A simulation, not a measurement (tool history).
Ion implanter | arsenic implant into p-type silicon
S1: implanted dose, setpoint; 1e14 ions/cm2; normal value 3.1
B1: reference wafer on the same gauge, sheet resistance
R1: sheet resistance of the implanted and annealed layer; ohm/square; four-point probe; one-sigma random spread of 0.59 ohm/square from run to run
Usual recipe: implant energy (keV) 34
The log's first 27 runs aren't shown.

At day 54.875: gauge calibrated.
At day 55.396: extraction supply calibrated.
Run 28, day 55.892: usual settings but S1 2.71 1e14 ions/cm2, implant energy (keV) 29; B1 241.03. Result: R1 300.02 ohm/square.
Run 29, day 57.775: usual settings but implant energy (keV) 39.5; B1 241.06. Result: R1 259.69 ohm/square.
Run 30, day 65.521: usual settings; B1 241.08. Result: R1 264.01 ohm/square.
Run 31, day 66.85: usual settings but S1 2.45 1e14 ions/cm2, implant energy (keV) 25.5; B1 241.26. Result: R1 329.34 ohm/square.
Run 32, day 71.15: usual settings but S1 2.41 1e14 ions/cm2, implant energy (keV) 39; B1 241.37. Result: R1 312.86 ohm/square.
Run 33, day 72.617: usual settings but S1 2.38 1e14 ions/cm2, implant energy (keV) 38.5; B1 241.62. Result: R1 316.69 ohm/square.
Run 34, day 74.396: usual settings but implant energy (keV) 28.5; B1 241.79. Result: R1 271.35 ohm/square.
Run 35, day 75.8: usual settings but S1 3.64 1e14 ions/cm2, implant energy (keV) 37.5; B1 241.87. Result: R1 231.37 ohm/square.
Run 36, day 77.158: usual settings; B1 241.86. Result: R1 264.43 ohm/square.

5 ways to go on from here, each from the tool as it stands after run 36. What would each give?
Run A, day 77.175: usual settings but implant energy (keV) 42; B1 ?. Result: R1 ?.
Run B, day 77.175: usual settings but S1 3.35 1e14 ions/cm2; B1 ?. Result: R1 ?.
Run C, day 77.175: usual settings but S1 2.59 1e14 ions/cm2, implant energy (keV) 43; B1 ?. Result: R1 ?.
Run D, day 77.175: usual settings but S1 2.57 1e14 ions/cm2, implant energy (keV) 23; B1 ?. Result: R1 ?.
Run E, day 77.175: usual settings but implant energy (keV) 37.5; B1 ?. Result: R1 ?.

run      B1      R1
  A  241.97  257.76
  B  241.97  250.02
  C  241.97     294
  D  241.97  321.95
  E  241.97   261.8
Without the tool's hidden state the same runs would have given:
run      R1
  A  257.85
  B  250.11
  C  294.11
  D  322.07
  E   261.9
